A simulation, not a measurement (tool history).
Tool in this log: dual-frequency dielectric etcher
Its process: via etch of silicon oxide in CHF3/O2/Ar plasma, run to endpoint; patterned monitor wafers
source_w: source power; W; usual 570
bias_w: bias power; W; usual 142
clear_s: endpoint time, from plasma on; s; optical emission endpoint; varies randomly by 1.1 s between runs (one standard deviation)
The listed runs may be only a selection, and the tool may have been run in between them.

run	hour	source_w	bias_w	incoming incoming film thickness, nm	clear_s
1	0.0	570	142	603.7	354.0
2	76.3	570	142	593.7	347.0
3	133.9	570	142	592.4	348.2
4	173.5	570	124	601.5	363.1
5	211.4	570	142	600.1	352.9
6	292.8	570	142	593.1	348.6
7	332.9	570	142	602.2	355.3
# hour 358.2: wet clean of the chamber
# hour 415.6: bias power generator calibrated
8	416.1	570	142	596.0	348.3
9	488.1	570	142	592.7	347.7
# hour 512.8: source power generator calibrated
10	524.6	570	169	601.3	340.3
# hour 603.4: upper electrode replaced
11	603.9	520	167	602.2	353.5
12	657.3	490	142	597.9	371.6
13	747.2	490	160	597.8	364.9
14	819.3	440	142	603.0	394.6

State the hidden condition of the tool at each of the runs:
source power that arrives over what is set, %: 0 across all the runs
bias power that arrives over what is set, %: 0 across all the runs
H1: etch rate over this chamber's usual, %
run	H1
1	-0.219
2	-0.407
3	-0.548
4	-0.646
5	-0.739
6	-0.939
7	-1.04
8	-0.134
9	-0.311
10	-0.401
11	-0.596
12	-0.728
13	-0.949
14	-1.13
